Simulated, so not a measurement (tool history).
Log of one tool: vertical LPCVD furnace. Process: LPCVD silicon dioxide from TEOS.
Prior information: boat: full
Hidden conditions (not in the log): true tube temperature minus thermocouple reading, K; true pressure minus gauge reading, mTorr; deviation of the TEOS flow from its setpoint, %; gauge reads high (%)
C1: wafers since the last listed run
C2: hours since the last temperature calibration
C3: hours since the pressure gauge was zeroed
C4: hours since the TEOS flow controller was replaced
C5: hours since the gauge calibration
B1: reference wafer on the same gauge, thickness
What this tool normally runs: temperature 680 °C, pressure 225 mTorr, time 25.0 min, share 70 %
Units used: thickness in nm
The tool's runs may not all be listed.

{"run": 1, "hour": 0.0, "temperature": 680, "pressure": 225, "time": 25.0, "share": 70, "C1": 0, "C2": 3213.1, "C3": 4564.3, "C4": 0.5, "C5": 1523.1, "B1": 85.29, "thickness": 91.36}
{"run": 2, "hour": 33.1, "temperature": 680, "pressure": 225, "time": 25.0, "share": 70, "C1": 611, "C2": 3246.2, "C3": 4597.4, "C4": 33.6, "C5": 1556.2, "B1": 85.29, "thickness": 91.64}
{"run": 3, "hour": 67.7, "temperature": 680, "pressure": 225, "time": 25.0, "share": 70, "C1": 639, "C2": 3280.8, "C3": 4632.0, "C4": 68.2, "C5": 1590.8, "B1": 85.29, "thickness": 91.23}
{"run": 4, "hour": 117.8, "temperature": 687, "pressure": 225, "time": 25.0, "share": 70, "C1": 925, "C2": 3330.9, "C3": 4682.1, "C4": 118.3, "C5": 1640.9, "B1": 85.3, "thickness": 108.14}
{"run": 5, "hour": 154.4, "temperature": 687, "pressure": 225, "time": 25.0, "share": 70, "C1": 676, "C2": 3367.5, "C3": 4718.7, "C4": 154.9, "C5": 1677.5, "B1": 85.3, "thickness": 108.32}
{"run": 6, "hour": 216.3, "temperature": 687, "pressure": 225, "time": 25.0, "share": 70, "C1": 1143, "C2": 3429.4, "C3": 4780.6, "C4": 216.8, "C5": 1739.4, "B1": 85.3, "thickness": 107.96}
{"hour": 240.6, "done": "thermocouples replaced and temperature profile calibrated"}
{"run": 7, "hour": 275.3, "temperature": 680, "pressure": 225, "time": 25.0, "share": 70, "C1": 646, "C2": 34.7, "C3": 4839.6, "C4": 275.8, "C5": 1798.4, "B1": 85.29, "thickness": 87.97}
{"run": 8, "hour": 339.1, "temperature": 680, "pressure": 225, "time": 25.0, "share": 70, "C1": 1178, "C2": 98.5, "C3": 4903.4, "C4": 339.6, "C5": 1862.2, "B1": 85.27, "thickness": 87.53}
{"run": 9, "hour": 406.0, "temperature": 680, "pressure": 225, "time": 25.0, "share": 70, "C1": 1235, "C2": 165.4, "C3": 4970.3, "C4": 406.5, "C5": 1929.1, "B1": 85.31, "thickness": 87.51}
{"run": 10, "hour": 469.4, "temperature": 676, "pressure": 225, "time": 17.0, "share": 56, "C1": 1171, "C2": 228.8, "C3": 5033.7, "C4": 469.9, "C5": 1992.5, "B1": 85.3, "thickness": 48.54}
{"run": 11, "hour": 505.6, "temperature": 670, "pressure": 205, "time": 15.5, "share": 83, "C1": 668, "C2": 265.0, "C3": 5069.9, "C4": 506.1, "C5": 2028.7, "B1": 85.28, "thickness": 44.38}
{"run": 12, "hour": 562.7, "temperature": 675, "pressure": 185, "time": 25.0, "share": 66, "C1": 1054, "C2": 322.1, "C3": 5127.0, "C4": 563.2, "C5": 2085.8, "B1": 85.32, "thickness": 67.74}
{"hour": 721.9, "done": "gauge calibrated"}
{"run": 13, "hour": 756.0, "temperature": 680, "pressure": 245, "time": 25.0, "share": 70, "C1": 3571, "C2": 515.4, "C3": 5320.3, "C4": 756.5, "C5": 34.1, "B1": 85.31, "thickness": 92.61}
{"run": 14, "hour": 783.2, "temperature": 680, "pressure": 225, "time": 30.5, "share": 70, "C1": 502, "C2": 542.6, "C3": 5347.5, "C4": 783.7, "C5": 61.3, "B1": 85.35, "thickness": 107.52}
{"run": 15, "hour": 820.5, "temperature": 680, "pressure": 250, "time": 25.0, "share": 81, "C1": 689, "C2": 579.9, "C3": 5384.8, "C4": 821.0, "C5": 98.6, "B1": 85.29, "thickness": 100.28}
{"run": 16, "hour": 870.6, "temperature": 680, "pressure": 225, "time": 25.0, "share": 70, "C1": 925, "C2": 630.0, "C3": 5434.9, "C4": 871.1, "C5": 148.7, "B1": 85.31, "thickness": 88.47}
{"hour": 964.5, "done": "pressure gauge zeroed"}
{"run": 17, "hour": 965.0, "temperature": 680, "pressure": 225, "time": 25.0, "share": 70, "C1": 1300, "C2": 724.4, "C3": 0.5, "C4": 965.5, "C5": 243.1, "B1": 85.28, "thickness": 91.14}
{"run": 18, "hour": 977.8, "temperature": 680, "pressure": 225, "time": 25.0, "share": 70, "C1": 236, "C2": 737.2, "C3": 13.3, "C4": 978.3, "C5": 255.9, "B1": 85.28, "thickness": 90.88}
{"run": 19, "hour": 1027.3, "temperature": 680, "pressure": 170, "time": 25.0, "share": 70, "C1": 914, "C2": 786.7, "C3": 62.8, "C4": 1027.8, "C5": 305.4, "B1": 85.29, "thickness": 79.37}
{"run": 20, "hour": 1054.6, "temperature": 680, "pressure": 225, "time": 29.0, "share": 70, "C1": 504, "C2": 814.0, "C3": 90.1, "C4": 1055.1, "C5": 332.7, "B1": 85.29, "thickness": 105.84}
{"run": 21, "hour": 1145.3, "temperature": 680, "pressure": 225, "time": 31.0, "share": 70, "C1": 1675, "C2": 904.7, "C3": 180.8, "C4": 1145.8, "C5": 423.4, "B1": 85.29, "thickness": 113.12}
{"run": 22, "hour": 1214.9, "temperature": 680, "pressure": 225, "time": 25.0, "share": 70, "C1": 1285, "C2": 974.3, "C3": 250.4, "C4": 1215.4, "C5": 493.0, "B1": 85.28, "thickness": 91.26}
{"run": 23, "hour": 1275.8, "temperature": 685, "pressure": 225, "time": 28.5, "share": 70, "C1": 1125, "C2": 1035.2, "C3": 311.3, "C4": 1276.3, "C5": 553.9, "B1": 85.3, "thickness": 117.73}
{"run": 24, "hour": 1331.4, "temperature": 685, "pressure": 225, "time": 25.0, "share": 57, "C1": 1027, "C2": 1090.8, "C3": 366.9, "C4": 1331.9, "C5": 609.5, "B1": 85.31, "thickness": 92.96}
{"run": 25, "hour": 1359.6, "temperature": 680, "pressure": 185, "time": 29.0, "share": 70, "C1": 520, "C2": 1119.0, "C3": 395.1, "C4": 1360.1, "C5": 637.7, "B1": 85.29, "thickness": 96.37}
{"run": 26, "hour": 1415.0, "temperature": 680, "pressure": 225, "time": 19.0, "share": 70, "C1": 1023, "C2": 1174.4, "C3": 450.5, "C4": 1415.5, "C5": 693.1, "B1": 85.29, "thickness": 69.29}
{"run": 27, "hour": 1440.8, "temperature": 680, "pressure": 225, "time": 25.0, "share": 70, "C1": 476, "C2": 1200.2, "C3": 476.3, "C4": 1441.3, "C5": 718.9, "B1": 85.26, "thickness": 91.54}
{"run": 28, "hour": 1488.5, "temperature": 680, "pressure": 225, "time": 32.5, "share": 70, "C1": 881, "C2": 1247.9, "C3": 524.0, "C4": 1489.0, "C5": 766.6, "B1": 85.31, "thickness": 118.43}
{"run": 29, "hour": 1516.7, "temperature": 680, "pressure": 225, "time": 25.0, "share": 70, "C1": 520, "C2": 1276.1, "C3": 552.2, "C4": 1517.2, "C5": 794.8, "B1": 85.27, "thickness": 91.28}
{"run": 30, "hour": 1555.1, "temperature": 680, "pressure": 250, "time": 25.0, "share": 77, "C1": 709, "C2": 1314.5, "C3": 590.6, "C4": 1555.6, "C5": 833.2, "B1": 85.31, "thickness": 100.84}
{"run": 31, "hour": 1623.4, "temperature": 671, "pressure": 205, "time": 16.0, "share": 83, "C1": 1261, "C2": 1382.8, "C3": 658.9, "C4": 1623.9, "C5": 901.5, "B1": 85.33, "thickness": 48.76}

State the hidden condition of the tool at each of the runs:
deviation of the TEOS flow from its setpoint, %: 0, the same for each run
gauge reads high (%): 0, the same for each run
H1: true tube temperature minus thermocouple reading, K
H2: true pressure minus gauge reading, mTorr
run=1 H1=1.61 H2=-11.6
run=2 H1=1.63 H2=-11.7
run=3 H1=1.64 H2=-11.8
run=4 H1=1.67 H2=-11.9
run=5 H1=1.69 H2=-12
run=6 H1=1.72 H2=-12.1
run=7 H1=0.0867 H2=-12.2
run=8 H1=0.117 H2=-12.4
run=9 H1=0.15 H2=-12.5
run=10 H1=0.18 H2=-12.7
run=11 H1=0.197 H2=-12.8
run=12 H1=0.225 H2=-12.9
run=13 H1=0.318 H2=-13.3
run=14 H1=0.331 H2=-13.4
run=15 H1=0.349 H2=-13.5
run=16 H1=0.373 H2=-13.6
run=17 H1=0.418 H2=-0.0654
run=18 H1=0.425 H2=-0.0947
run=19 H1=0.448 H2=-0.208
run=20 H1=0.461 H2=-0.27
run=21 H1=0.505 H2=-0.478
run=22 H1=0.539 H2=-0.637
run=23 H1=0.568 H2=-0.777
run=24 H1=0.595 H2=-0.904
run=25 H1=0.608 H2=-0.969
run=26 H1=0.635 H2=-1.1
run=27 H1=0.647 H2=-1.15
run=28 H1=0.67 H2=-1.26
run=29 H1=0.684 H2=-1.33
run=30 H1=0.702 H2=-1.42
run=31 H1=0.735 H2=-1.57
